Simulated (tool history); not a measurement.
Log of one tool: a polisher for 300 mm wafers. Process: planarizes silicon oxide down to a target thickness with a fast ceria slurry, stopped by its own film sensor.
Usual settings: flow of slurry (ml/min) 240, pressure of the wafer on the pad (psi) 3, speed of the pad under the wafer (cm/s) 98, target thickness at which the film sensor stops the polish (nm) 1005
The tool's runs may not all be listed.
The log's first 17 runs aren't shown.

run	hour	flow of slurry (ml/min)	pressure of the wafer on the pad (psi)	speed of the pad under the wafer (cm/s)	target thickness at which the film sensor stops the polish (nm)	incoming thickness of the incoming film, nm	time until the film sensor stopped the polish (s)
18	461.9	275	3.6	98	1005	2099.3	56.5
19	494.4	240	3	98	1005	2124.4	68.6
20	528	165	3	108	1262	2118.9	50.5
21	543.9	285	3	114	1005	2108.9	58.2
22	558.5	240	3.3	130	657	2094.5	61.9
23	591.4	220	3	116	1005	2143.4	59.8
24	609.4	305	4	98	1005	2109.9	51.3
25	628.6	240	3	98	1005	2120.5	67.8
# hour 638: worn pad replaced by a new one
# hour 669.1: slurry nozzle cleaned
26	710.1	325	3	84	1282	2118.3	56.5
27	732.6	310	3.4	110	743	2113.8	66.6
28	837.4	205	3	98	715	2114.2	87.8
29	853	240	3	82	1005	2110.9	78.9
30	869.5	240	3	98	816	2082.6	78.1
# hour 892.1: worn pad replaced by a new one
31	896.7	280	3.3	98	680	2096.1	78
32	925	240	3	130	1102	2117.5	46.7
33	940.8	240	3	98	1005	2084.7	65.9
34	967.6	240	3	98	1005	2119.3	67.4
35	989.9	180	3	98	679	2114.1	89.8
36	1015	240	3	122	1119	2105.1	49.1

5 ways to go on from here, each from the tool as it stands after run 36. What would each give?
A	1015.4	240	2.7	98	1005	2125	?
B	1015.4	240	3	88	813	2125	?
C	1015.4	240	3	126	635	2125	?
D	1015.4	280	3.4	124	1302	2125	?
E	1015.4	240	3	98	1243	2125	?

run	time until the film sensor stopped the polish (s)
A	74.6
B	88.2
C	72.7
D	36.1
E	54
Without the tool's hidden state the same runs would have given:
run	time until the film sensor stopped the polish (s)
A	74.6
B	88.2
C	72.7
D	36.1
E	54
